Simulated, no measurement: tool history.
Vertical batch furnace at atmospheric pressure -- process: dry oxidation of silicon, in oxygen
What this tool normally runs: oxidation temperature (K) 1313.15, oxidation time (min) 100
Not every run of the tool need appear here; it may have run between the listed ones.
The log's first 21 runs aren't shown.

run     day  oxidation temperature (K)  oxidation time (min)  wafers since the last listed run  hours since the last temperature calibration  hours since the boat lift was adjusted  hours since the gauge calibration  read-back reference wafer on the same gauge, thickness  oxide thickness on the monitor wafer (Å)
 22  11.783                    1294.15                 113.5                               145                                         133.1                                  5742.4                                287                                                  132.99                                    1163.9
 23  12.479                    1325.15                    51                               270                                         149.8                                  5759.1                              303.7                                                  132.99                                     852.9
     13.762  -- boat lift adjusted
 24  13.783                    1301.15                   137                               118                                         181.1                                     0.5                                335                                                     133                                    1357.7
     13.958  -- gauge calibrated
 25  13.971                    1327.15                 132.5                                72                                         185.6                                       5                                0.3                                                     133                                    1538.6
 26  14.158                    1289.15                   100                                72                                         190.1                                     9.5                                4.8                                                     133                                    1041.7
 27  14.579                    1291.15                 123.5                               163                                         200.2                                    19.6                               14.9                                                  132.99                                    1198.7
 28  15.217                    1313.15                    54                               247                                         215.5                                    34.9                               30.2                                                     133                                     825.8
 29  15.729                    1313.15                   100                               199                                         227.8                                    47.2                               42.5                                                  133.01                                    1202.5
 30    16.2                    1327.15                 118.5                               182                                         239.1                                    58.5                               53.8                                                     133                                      1441
 31  16.629                    1335.15                    78                               166                                         249.4                                    68.8                               64.1                                                  133.02                                    1170.7
 32  17.158                    1322.15                   141                               205                                         262.1                                    81.5                               76.8                                                     133                                    1555.5
 33    17.9                    1313.15                   100                               288                                         279.9                                    99.3                               94.6                                                  132.95                                      1204

What if the next run were any one of these 5? Each begins from the tool's condition after run 33:
  A  18.092                    1313.15                   100                                74                                         284.5                                   103.9                               99.2                                                       ?                                         ?
  B  18.092                    1320.15                 129.5                                74                                         284.5                                   103.9                               99.2                                                       ?                                         ?
  C  18.092                    1327.15                   143                                74                                         284.5                                   103.9                               99.2                                                       ?                                         ?
  D  18.092                    1327.15                    75                                74                                         284.5                                   103.9                               99.2                                                       ?                                         ?
  E  18.092                    1313.15                  50.5                                74                                         284.5                                   103.9                               99.2                                                       ?                                         ?

run  read-back reference wafer on the same gauge, thickness  oxide thickness on the monitor wafer (Å)
  A                                                  132.98                                    1205.9
  B                                                  132.98                                    1465.2
  C                                                  132.98                                    1615.4
  D                                                  132.98                                    1094.7
  E                                                  132.98                                     793.3
With the hidden condition removed and each run's random variation left untouched, the same runs would have given:
run  oxide thickness on the monitor wafer (Å)
  A                                    1205.9
  B                                    1465.2
  C                                    1615.4
  D                                    1094.7
  E                                     793.3
